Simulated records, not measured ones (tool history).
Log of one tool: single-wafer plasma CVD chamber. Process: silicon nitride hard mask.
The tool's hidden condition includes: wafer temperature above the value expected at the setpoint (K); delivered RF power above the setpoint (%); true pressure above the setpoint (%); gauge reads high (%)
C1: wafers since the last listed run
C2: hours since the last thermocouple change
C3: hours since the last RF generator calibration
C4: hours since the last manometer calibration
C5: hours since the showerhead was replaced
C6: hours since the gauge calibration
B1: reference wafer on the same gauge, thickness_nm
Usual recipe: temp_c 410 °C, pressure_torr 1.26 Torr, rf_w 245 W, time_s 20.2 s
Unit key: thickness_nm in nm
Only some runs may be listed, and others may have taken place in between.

run 1 hour=0.0 | temp_c=410 pressure_torr=1.26 rf_w=245 time_s=20.2 | C1=0 C2=1416.1 C3=1510.4 C4=1615.0 C5=5119.1 C6=871.0 | B1=14.289 | thickness_nm=17.005
run 2 hour=53.6 | temp_c=410 pressure_torr=1.26 rf_w=245 time_s=20.2 | C1=1472 C2=1469.7 C3=1564.0 C4=1668.6 C5=5172.7 C6=924.6 | B1=14.294 | thickness_nm=17.083
run 3 hour=92.8 | temp_c=410 pressure_torr=1.26 rf_w=245 time_s=20.2 | C1=1076 C2=1508.9 C3=1603.2 C4=1707.8 C5=5211.9 C6=963.8 | B1=14.301 | thickness_nm=17.085
run 4 hour=150.1 | temp_c=410 pressure_torr=1.26 rf_w=245 time_s=20.2 | C1=1573 C2=1566.2 C3=1660.5 C4=1765.1 C5=5269.2 C6=1021.1 | B1=14.304 | thickness_nm=17.014
run 5 hour=226.9 | temp_c=410 pressure_torr=1.26 rf_w=235 time_s=20.2 | C1=2109 C2=1643.0 C3=1737.3 C4=1841.9 C5=5346.0 C6=1097.9 | B1=14.303 | thickness_nm=16.411
run 6 hour=277.9 | temp_c=410 pressure_torr=1.26 rf_w=235 time_s=20.2 | C1=1400 C2=1694.0 C3=1788.3 C4=1892.9 C5=5397.0 C6=1148.9 | B1=14.298 | thickness_nm=16.360
-- hour=324.1 gauge calibrated
-- hour=348.9 thermocouple changed; heater temperature recalibrated
run 7 hour=378.0 | temp_c=410 pressure_torr=1.26 rf_w=265 time_s=20.2 | C1=2529 C2=29.1 C3=1888.4 C4=1993.0 C5=5497.1 C6=53.9 | B1=14.303 | thickness_nm=18.369
-- hour=391.7 RF generator calibrated
run 8 hour=436.5 | temp_c=410 pressure_torr=1.26 rf_w=265 time_s=20.2 | C1=1387 C2=87.6 C3=44.8 C4=2051.5 C5=5555.6 C6=112.4 | B1=14.285 | thickness_nm=18.765
-- hour=459.2 showerhead replaced
run 9 hour=540.0 | temp_c=423 pressure_torr=1.36 rf_w=275 time_s=16.2 | C1=2623 C2=191.1 C3=148.3 C4=2155.0 C5=80.8 C6=215.9 | B1=14.308 | thickness_nm=15.750
run 10 hour=595.1 | temp_c=410 pressure_torr=1.26 rf_w=265 time_s=20.2 | C1=1513 C2=246.2 C3=203.4 C4=2210.1 C5=135.9 C6=271.0 | B1=14.303 | thickness_nm=18.726
run 11 hour=645.5 | temp_c=416 pressure_torr=0.98 rf_w=270 time_s=24.0 | C1=1384 C2=296.6 C3=253.8 C4=2260.5 C5=186.3 C6=321.4 | B1=14.313 | thickness_nm=20.586
run 12 hour=687.7 | temp_c=401 pressure_torr=1.26 rf_w=280 time_s=20.2 | C1=1159 C2=338.8 C3=296.0 C4=2302.7 C5=228.5 C6=363.6 | B1=14.300 | thickness_nm=19.695
-- hour=696.5 capacitance manometer re-zeroed and calibrated
run 13 hour=795.4 | temp_c=410 pressure_torr=1.26 rf_w=245 time_s=20.2 | C1=2738 C2=446.5 C3=403.7 C4=98.9 C5=336.2 C6=471.3 | B1=14.315 | thickness_nm=16.956
run 14 hour=835.1 | temp_c=410 pressure_torr=1.26 rf_w=245 time_s=19.2 | C1=1090 C2=486.2 C3=443.4 C4=138.6 C5=375.9 C6=511.0 | B1=14.301 | thickness_nm=16.128

What does the tool deliver on the next run?
run 15 hour=941.4 | temp_c=395 pressure_torr=1.26 rf_w=245 time_s=20.2 | C1=2919 C2=592.5 C3=549.7 C4=244.9 C5=482.2 C6=617.3 | B1=? | thickness_nm=?

B1: 14.298
thickness_nm: 17.042 nm
The same run, on a tool lacking any hidden state, would have yielded thickness_nm 17.252 nm.
